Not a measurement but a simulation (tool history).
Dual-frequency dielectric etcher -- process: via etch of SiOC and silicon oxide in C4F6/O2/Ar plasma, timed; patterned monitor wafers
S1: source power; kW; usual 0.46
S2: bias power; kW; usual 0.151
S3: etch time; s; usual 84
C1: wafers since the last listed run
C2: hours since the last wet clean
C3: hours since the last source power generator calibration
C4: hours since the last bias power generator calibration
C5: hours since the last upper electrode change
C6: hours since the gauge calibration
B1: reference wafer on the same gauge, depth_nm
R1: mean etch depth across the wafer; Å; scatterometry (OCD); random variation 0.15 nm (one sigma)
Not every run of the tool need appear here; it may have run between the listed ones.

run   hour    S1     S2     S3   C1     C2      C3     C4      C5     C6    B1    R1
  1      0  0.46  0.151     99    0  418.5    4520    0.5  2610.5  472.9    95  1214
  2    9.3  0.46  0.161     84  110  427.8  4529.3    9.8  2619.8  482.2    95  1042
  3   25.2  0.46  0.161     84  188  443.7  4545.2   25.7  2635.7  498.1    95  1040
      30.6  -- gauge calibrated
  4   40.4  0.46  0.161     84  179  458.9  4560.4   40.9  2650.9    9.8    95  1041
  5   48.1  0.46  0.151     84   91  466.6  4568.1   48.6  2658.6   17.5    95  1029
  6   58.1  0.39  0.151     64  118  476.6  4578.1   58.6  2668.6   27.5    95   750
  7   64.5  0.39  0.151     64   75    483  4584.5     65    2675   33.9    95   750
  8   81.1  0.39  0.151     64  196  499.6  4601.1   81.6  2691.6   50.5    95   751
  9   93.7  0.46  0.151     84  149  512.2  4613.7   94.2  2704.2   63.1    95  1030
     119.6  -- wet clean of the chamber
 10  120.1  0.46   0.14     75   28    0.5  4640.1  120.6  2730.6   89.5    95   900
 11  120.4  0.38  0.114     67    3    0.8  4640.4  120.9  2730.9   89.8    95   742
 12  126.3  0.46  0.151     69   69    6.7  4646.3  126.8  2736.8   95.7    95   838
     170.1  -- upper electrode replaced
 13  170.6  0.46  0.151     84  240     51  4690.6  171.1     0.5    140    95  1020
 14  170.9  0.46  0.132     84    3   51.3  4690.9  171.4     0.8  140.3    95   998
 15  175.2  0.46  0.151     84   50   55.6  4695.2  175.7     5.1  144.6    95  1021
 16  190.7  0.46  0.151     84  183   71.1  4710.7  191.2    20.6  160.1    95  1025
 17    201  0.46  0.184    102  121   81.4    4721  201.5    30.9  170.4    95  1288
 18  211.9  0.55  0.151     64  129   92.3  4731.9  212.4    41.8  181.3    95   819
 19  228.4  0.56  0.161     84  195  108.8  4748.4  228.9    58.3  197.8  95.1  1095
     233.3  -- source power generator calibrated
 20  236.1  0.58  0.132     84   43  116.5     2.8  236.6      66  205.5    95  1069
 21  248.5  0.46  0.151     84  146  128.9    15.2    249    78.4  217.9    95  1021
 22  255.1  0.41  0.151   70.5   78  135.5    21.8  255.6      85  224.5    95   834
 23  261.8  0.46  0.151     84   79  142.2    28.5  262.3    91.7  231.2    95  1024
 24  275.3   0.5  0.178  104.5  159  155.7      42  275.8   105.2  244.7    95  1343
 25  289.7   0.4   0.13     67  170  170.1    56.4  290.2   119.6  259.1    95   770
 26  305.1  0.46  0.116    108  182  185.5    71.8  305.6     135  274.5    95  1264
 27  313.9  0.46  0.151     63  104  194.3    80.6  314.4   143.8  283.3    95   770
 28  324.8  0.46   0.13     63  129  205.2    91.5  325.3   154.7  294.2    95   751
 29  331.5  0.34   0.14     94   79  211.9    98.2    332   161.4  300.9    95  1044

Consider 5 possible next runs. They are alternatives, not a sequence: every one starts from the tool as it was left by run 29. What does each give?
  A  331.9  0.39  0.151  84   4  212.3  98.6  332.4  161.8  301.3   ?   ?
  B  331.9  0.46  0.171  84   4  212.3  98.6  332.4  161.8  301.3   ?   ?
  C  331.9  0.34  0.126  84   4  212.3  98.6  332.4  161.8  301.3   ?   ?
  D  331.9  0.34  0.151  63   4  212.3  98.6  332.4  161.8  301.3   ?   ?
  E  331.9  0.46  0.151  74   4  212.3  98.6  332.4  161.8  301.3   ?   ?

run  B1    R1
  A  95   980
  B  95  1047
  C  95   918
  D  95   710
  E  95   902
Take away the tool's hidden state, keep each run's random variation, and the runs would have read:
run    R1
  A   976
  B  1043
  C   914
  D   707
  E   899

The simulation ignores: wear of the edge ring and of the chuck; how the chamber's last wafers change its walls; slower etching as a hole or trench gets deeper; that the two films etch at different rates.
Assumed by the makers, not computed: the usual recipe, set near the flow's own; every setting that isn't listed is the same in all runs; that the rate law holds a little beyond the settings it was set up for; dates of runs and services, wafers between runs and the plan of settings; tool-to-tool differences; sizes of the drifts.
